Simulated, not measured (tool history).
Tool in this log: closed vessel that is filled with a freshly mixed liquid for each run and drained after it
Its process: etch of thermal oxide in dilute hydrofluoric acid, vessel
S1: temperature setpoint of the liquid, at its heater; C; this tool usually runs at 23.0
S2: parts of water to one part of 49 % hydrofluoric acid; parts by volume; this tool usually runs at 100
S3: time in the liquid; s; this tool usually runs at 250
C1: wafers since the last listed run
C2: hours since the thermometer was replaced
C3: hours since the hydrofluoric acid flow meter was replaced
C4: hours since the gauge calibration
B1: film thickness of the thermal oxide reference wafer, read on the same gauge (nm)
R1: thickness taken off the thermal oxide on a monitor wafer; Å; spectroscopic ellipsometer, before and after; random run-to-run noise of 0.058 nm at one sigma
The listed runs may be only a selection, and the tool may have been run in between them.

Run 1, hour 0.0: usual settings but S2 65 parts by volume; C1 0; C2 1962.0; C3 1329.6; C4 557.8; B1 80.02. Result: R1 173.5 Å.
Run 2, hour 35.0: usual settings but S2 65 parts by volume; C1 3154; C2 1997.0; C3 1364.6; C4 592.8; B1 80.03. Result: R1 171.2 Å.
Run 3, hour 59.7: usual settings; C1 2226; C2 2021.7; C3 1389.3; C4 617.5; B1 79.99. Result: R1 106.4 Å.
Run 4, hour 85.5: usual settings; C1 2325; C2 2047.5; C3 1415.1; C4 643.3; B1 80.03. Result: R1 105.8 Å.
Run 5, hour 111.5: usual settings but S2 115 parts by volume; C1 2343; C2 2073.5; C3 1441.1; C4 669.3; B1 80.01. Result: R1 90.8 Å.
Run 6, hour 144.3: usual settings but S2 115 parts by volume; C1 2956; C2 2106.3; C3 1473.9; C4 702.1; B1 79.98. Result: R1 90.8 Å.
Run 7, hour 168.8: usual settings but S2 115 parts by volume; C1 2208; C2 2130.8; C3 1498.4; C4 726.6; B1 80.00. Result: R1 90.6 Å.
Run 8, hour 190.6: usual settings; C1 1964; C2 2152.6; C3 1520.2; C4 748.4; B1 79.98. Result: R1 106.5 Å.
Run 9, hour 205.3: usual settings; C1 1325; C2 2167.3; C3 1534.9; C4 763.1; B1 79.99. Result: R1 106.0 Å.
Run 10, hour 234.5: usual settings; C1 2632; C2 2196.5; C3 1564.1; C4 792.3; B1 80.00. Result: R1 106.9 Å.
Run 11, hour 247.6: usual settings but S1 25.0 C, S2 130 parts by volume; C1 1180; C2 2209.6; C3 1577.2; C4 805.4; B1 80.00. Result: R1 85.6 Å.
Run 12, hour 270.9: usual settings but S1 25.0 C, S2 130 parts by volume; C1 2100; C2 2232.9; C3 1600.5; C4 828.7; B1 80.01. Result: R1 85.4 Å.
Run 13, hour 293.2: usual settings but S2 125 parts by volume; C1 2010; C2 2255.2; C3 1622.8; C4 851.0; B1 79.97. Result: R1 81.6 Å.
Run 14, hour 319.6: usual settings; C1 2379; C2 2281.6; C3 1649.2; C4 877.4; B1 80.02. Result: R1 107.2 Å.
Run 15, hour 332.8: usual settings; C1 1189; C2 2294.8; C3 1662.4; C4 890.6; B1 79.94. Result: R1 106.3 Å.
Run 16, hour 363.5: usual settings; C1 2767; C2 2325.5; C3 1693.1; C4 921.3; B1 80.06. Result: R1 106.2 Å.
At hour 421.1: hydrofluoric acid flow meter replaced.
Run 17, hour 469.4: usual settings but S1 18.5 C, S3 360 s; C1 9455; C2 2431.4; C3 48.3; C4 1027.2; B1 80.02. Result: R1 126.2 Å.
Run 18, hour 492.9: usual settings but S1 26.5 C, S2 80 parts by volume; C1 2118; C2 2454.9; C3 71.8; C4 1050.7; B1 80.00. Result: R1 155.9 Å.
Run 19, hour 505.8: usual settings but S1 20.0 C, S2 85 parts by volume; C1 1162; C2 2467.8; C3 84.7; C4 1063.6; B1 79.98. Result: R1 111.3 Å.
Run 20, hour 539.4: usual settings but S2 135 parts by volume, S3 375 s; C1 3028; C2 2501.4; C3 118.3; C4 1097.2; B1 80.00. Result: R1 111.5 Å.
At hour 564.8: thermometer replaced.
Run 21, hour 566.4: usual settings but S3 350 s; C1 2343; C2 1.6; C3 145.3; C4 1124.2; B1 79.98. Result: R1 153.8 Å.
At hour 575.3: gauge calibrated.
Run 22, hour 601.9: usual settings but S1 27.0 C, S2 140 parts by volume, S3 110 s; C1 3199; C2 37.1; C3 180.8; C4 26.6; B1 79.97. Result: R1 38.8 Å.
Run 23, hour 629.3: usual settings but S1 20.5 C, S2 115 parts by volume, S3 335 s; C1 2469; C2 64.5; C3 208.2; C4 54.0; B1 79.98. Result: R1 114.3 Å.
Run 24, hour 643.8: usual settings but S2 80 parts by volume, S3 115 s; C1 1306; C2 79.0; C3 222.7; C4 68.5; B1 80.01. Result: R1 64.6 Å.
Run 25, hour 670.0: usual settings but S1 26.5 C, S3 185 s; C1 2361; C2 105.2; C3 248.9; C4 94.7; B1 80.01. Result: R1 93.5 Å.
Run 26, hour 685.7: usual settings but S1 25.0 C, S2 130 parts by volume; C1 1415; C2 120.9; C3 264.6; C4 110.4; B1 79.98. Result: R1 87.5 Å.
Run 27, hour 711.7: usual settings but S1 27.0 C, S2 85 parts by volume, S3 355 s; C1 2343; C2 146.9; C3 290.6; C4 136.4; B1 80.03. Result: R1 217.6 Å.
Run 28, hour 744.3: usual settings but S1 19.5 C, S3 295 s; C1 2938; C2 179.5; C3 323.2; C4 169.0; B1 79.98. Result: R1 112.0 Å.
Run 29, hour 762.2: usual settings but S1 27.5 C; C1 1613; C2 197.4; C3 341.1; C4 186.9; B1 80.00. Result: R1 131.0 Å.
Run 30, hour 784.7: usual settings but S1 21.0 C, S2 85 parts by volume; C1 2028; C2 219.9; C3 363.6; C4 209.4; B1 80.02. Result: R1 121.2 Å.

Expected results for the next run?
Run 31, hour 810.5: usual settings but S1 27.0 C, S2 140 parts by volume, S3 110 s; C1 2325; C2 245.7; C3 389.4; C4 235.2; B1 ?. Result: R1 ?.

{"run 31": {"B1": 79.98, "R1": 37.8}}
Had the tool carried no hidden state, the very same run would have given R1 38.8 Å.
